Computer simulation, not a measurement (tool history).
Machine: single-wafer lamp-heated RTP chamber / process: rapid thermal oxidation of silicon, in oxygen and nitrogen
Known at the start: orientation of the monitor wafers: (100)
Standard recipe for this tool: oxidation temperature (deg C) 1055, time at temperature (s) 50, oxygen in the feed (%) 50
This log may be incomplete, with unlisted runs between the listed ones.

run   hour  oxidation temperature (deg C)  time at temperature (s)  oxygen in the feed (%)  wafers since the last listed run  wafers since the last pyrometer calibration  hours since the oxygen flow controller was replaced  hours since the gauge calibration  read-back reference wafer on the same gauge, thickness  oxide thickness on the monitor wafer (angstrom)
  1    0.0                           1055                       50                      50                                 0                                         3044                                               3923.2                              377.4                                                   5.929                                            61.14
  2   47.3                           1055                       50                      50                               668                                         3712                                               3970.5                              424.7                                                   5.914                                            61.28
  3  112.9                           1055                       50                      50                               926                                         4639                                               4036.1                              490.3                                                   5.930                                            61.92
     148.1  -- pyrometer window cleaned and pyrometer calibrated
  4  176.7                           1055                       50                      50                               788                                          404                                               4099.9                              554.1                                                   5.921                                            61.66
  5  248.4                           1055                       50                      50                              1012                                         1417                                               4171.6                              625.8                                                   5.919                                            60.96
  6  295.8                           1055                       50                      50                               669                                         2087                                               4219.0                              673.2                                                   5.919                                            61.22
  7  367.6                           1070                       68                      50                              1014                                         3101                                               4290.8                              745.0                                                   5.924                                            77.53
  8  432.1                           1070                       68                      50                               911                                         4012                                               4355.3                              809.5                                                   5.923                                            77.73
  9  480.5                           1070                       68                      50                               683                                         4696                                               4403.7                              857.9                                                   5.919                                            77.78
     494.6  -- gauge calibrated
     533.4  -- pyrometer window cleaned and pyrometer calibrated
 10  542.1                           1046                       75                      69                               757                                          123                                               4465.3                               47.5                                                   5.920                                            77.35
     575.4  -- oxygen flow controller replaced
 11  585.2                           1067                       64                      34                               495                                          619                                                  9.8                               90.6                                                   5.924                                            64.88
 12  650.4                           1055                       50                      50                               921                                         1540                                                 75.0                              155.8                                                   5.922                                            61.83
 13  680.7                           1068                       29                      78                               428                                         1968                                                105.3                              186.1                                                   5.916                                            61.71
 14  714.7                           1081                       31                      75                               480                                         2448                                                139.3                              220.1                                                   5.923                                            68.33
 15  755.3                           1055                       38                      63                               573                                         3021                                                179.9                              260.7                                                   5.918                                            58.72
 16  824.3                           1068                       29                      78                               974                                         3996                                                248.9                              329.7                                                   5.920                                            61.67
     889.4  -- pyrometer window cleaned and pyrometer calibrated
 17  889.9                           1036                       70                      50                               813                                            6                                                314.5                              395.3                                                   5.920                                            62.06
 18  949.9                           1055                       34                      27                               847                                          854                                                374.5                              455.3                                                   5.918                                            42.14

List, for all runs, the conditions of the tool that the log does not record:
true wafer temperature minus pyrometer reading, K: 0 across all the runs
deviation of the oxygen flow from its setpoint, %: 0 across all the runs
gauge reads high (%): 0 across all the runs
